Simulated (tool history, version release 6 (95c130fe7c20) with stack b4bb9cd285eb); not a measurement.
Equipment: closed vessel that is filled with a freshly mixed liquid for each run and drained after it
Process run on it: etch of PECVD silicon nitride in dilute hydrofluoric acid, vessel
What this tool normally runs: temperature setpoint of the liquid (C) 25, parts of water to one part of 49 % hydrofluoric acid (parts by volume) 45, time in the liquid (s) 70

run,hour,temperature setpoint of the liquid (C),parts of water to one part of 49 % hydrofluoric acid (parts by volume),time in the liquid (s),"read-back film thickness of the PECVD silicon nitride reference wafer, read on the same gauge (nm)",thickness taken off the PECVD silicon nitride on a monitor wafer (Å)
1,0,25,45,70,99.95,69.1
2,45.5,25,45,70,100.01,69.8
# hour 77: gauge calibrated
3,90.3,25,45,70,99.95,71.3
4,197.7,25,45,70,100.02,69.2
5,281.6,25,45,70,99.98,67.7
6,343.3,25,45,70,100,68
7,450,25,45,70,100.03,67.8
8,519.7,27,45,70,99.95,78.2
9,613.1,27,45,70,99.99,77
10,713.1,27,45,70,100,76
11,818.8,25,45,40,100.03,37.5
12,881.1,25,45,40,99.99,38.3
13,941.2,25,45,40,99.99,37.9
14,1012.9,25,45,70,100,65.6
15,1059.3,25,45,70,100,65
16,1142,25,45,70,100.01,65.2
# hour 1152.2: hydrofluoric acid flow meter replaced
17,1229.2,25,30,70,99.99,105
# hour 1240.7: gauge calibrated
18,1301.3,25,45,70,100,70.1
19,1366.5,25,45,45,100.02,44.7
20,1421.8,25,40,70,100.01,79.4
21,1464.8,29,30,70,100.03,134.2
22,1518,22,45,95,99.97,77.1
23,1605.9,25,45,55,100,54.4
# hour 1654.2: thermometer replaced
24,1711.4,25,60,85,100,63.6
25,1791.2,25,45,70,100.01,68
26,1849.9,25,35,70,99.98,88.9
27,1933.9,28,35,70,100,106.5
28,2011.6,22,55,85,99.99,55.3
29,2102.2,26.5,45,70,100.03,74.6
30,2189.5,20.5,45,70,99.97,48.6

Table of differences, measured result less the result of that run with no hidden state. Run-to-run variation is the same in both. Gauge scatter possibly is not:
The hidden state here: liquid colder than its thermometer reads (K); hydrofluoric acid flow below the setpoint (%); gauge reads high (%).
run,thickness taken off the PECVD silicon nitride on a monitor wafer (Å)
1,-1.7
2,-2
3,-2.2
4,-2.6
5,-2.9
6,-3.3
7,-3.7
8,-4.6
9,-5
10,-5.5
11,-2.9
12,-3.2
13,-3.3
14,-6
15,-6.2
16,-6.6
17,-0.9
18,-0.9
19,-0.7
20,-1.5
21,-3
22,-2
23,-1.7
24,-2.4
25,-2.9
26,-4.2
27,-5.6
28,-3.2
29,-4.7
30,-3.3
